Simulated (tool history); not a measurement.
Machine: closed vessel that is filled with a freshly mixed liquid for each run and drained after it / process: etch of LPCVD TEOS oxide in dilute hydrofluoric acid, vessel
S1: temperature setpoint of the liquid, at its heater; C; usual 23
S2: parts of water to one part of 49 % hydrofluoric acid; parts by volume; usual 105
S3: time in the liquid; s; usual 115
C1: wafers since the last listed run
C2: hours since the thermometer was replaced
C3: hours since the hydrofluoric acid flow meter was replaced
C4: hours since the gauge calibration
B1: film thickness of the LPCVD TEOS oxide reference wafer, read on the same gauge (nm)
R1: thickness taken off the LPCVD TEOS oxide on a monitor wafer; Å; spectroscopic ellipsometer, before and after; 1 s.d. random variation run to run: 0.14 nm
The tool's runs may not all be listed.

run,hour,S1,S2,S3,C1,C2,C3,C4,B1,R1
1,0,23,105,115,0,37.1,391.3,1488.5,40.03,168.7
2,42.1,27,105,150,3792,79.2,433.4,1530.6,40.05,254.2
3,108.1,27,105,150,5945,145.2,499.4,1596.6,39.96,253.4
4,271.1,25.5,105,115,14684,308.2,662.4,1759.6,39.98,183.2
5,312,25.5,105,115,3684,349.1,703.3,1800.5,40.01,184
6,372.6,23,105,115,5459,409.7,763.9,1861.1,39.99,168.6
7,444.3,23,105,115,6459,481.4,835.6,1932.8,40.04,166.8
8,485.9,23,105,115,3747,523,877.2,1974.4,39.99,169.7
9,543.7,23,105,115,5207,580.8,935,2032.2,40,169.2
10,581.2,23,105,115,3378,618.3,972.5,2069.7,40.04,168.3
11,627.2,23,105,115,4144,664.3,1018.5,2115.7,39.98,165.9
12,671.6,23,105,115,3999,708.7,1062.9,2160.1,40.02,169.3
13,725.5,23,105,115,4855,762.6,1116.8,2214,40,168.3
14,760,23,145,60,3108,797.1,1151.3,2248.5,40.03,60.4
# hour 798.5: thermometer replaced
15,799,26,65,165,3423,0.5,1190.3,2287.5,40.01,465.6
16,847.6,27.5,120,175,4378,49.1,1238.9,2336.1,39.99,259.1
17,909.3,23,105,115,5558,110.8,1300.6,2397.8,40.01,168.9
18,956.5,26,65,135,4252,158,1347.8,2445,39.97,378.2
# hour 983.6: gauge calibrated
19,993.5,23,105,45,3333,195,1384.8,9.9,40,66.6
20,1035.3,23,55,115,3765,236.8,1426.6,51.7,39.95,339
21,1065.6,23,105,115,2729,267.1,1456.9,82,39.99,169.9
22,1125.4,23,120,115,5387,326.9,1516.7,141.8,39.97,144
# hour 1291.2: hydrofluoric acid flow meter replaced
23,1330.8,26.5,105,115,18414,532.3,39.6,347.2,39.96,192.6
24,1374.7,24.5,105,115,3954,576.2,83.5,391.1,40.01,177.9
25,1403.6,21,105,115,2603,605.1,112.4,420,39.98,155.7
26,1452,23,105,115,4360,653.5,160.8,468.4,40.02,168.3
27,1513,23,105,115,5495,714.5,221.8,529.4,40.03,167.8
28,1543.4,24.5,135,115,2738,744.9,252.2,559.8,39.97,135.5
29,1576.3,23,65,85,2963,777.8,285.1,592.7,40.05,213.6
30,1626.6,25,130,115,4531,828.1,335.4,643,40.01,140.1
31,1669.5,25,105,115,3864,871,378.3,685.9,40.03,182.2
# hour 1677.4: thermometer replaced
32,1720.2,20.5,150,145,4477,42.8,429,736.6,39.99,128.5

Branching from run 32: 5 alternative next runs. What would each branch give?
A,1720.9,28,105,115,63,43.5,429.7,737.3,?,?
B,1720.9,23,105,90,63,43.5,429.7,737.3,?,?
C,1720.9,21.5,105,155,63,43.5,429.7,737.3,?,?
D,1720.9,23,70,115,63,43.5,429.7,737.3,?,?
E,1720.9,23,145,115,63,43.5,429.7,737.3,?,?

run,B1,R1
A,40.03,204.9
B,40.03,132
C,40.03,214
D,40.03,264.1
E,40.03,116.6
With the hidden condition removed and each run's random variation left untouched, the same runs would have given:
run,R1
A,204.9
B,132
C,214
D,264.1
E,116.6
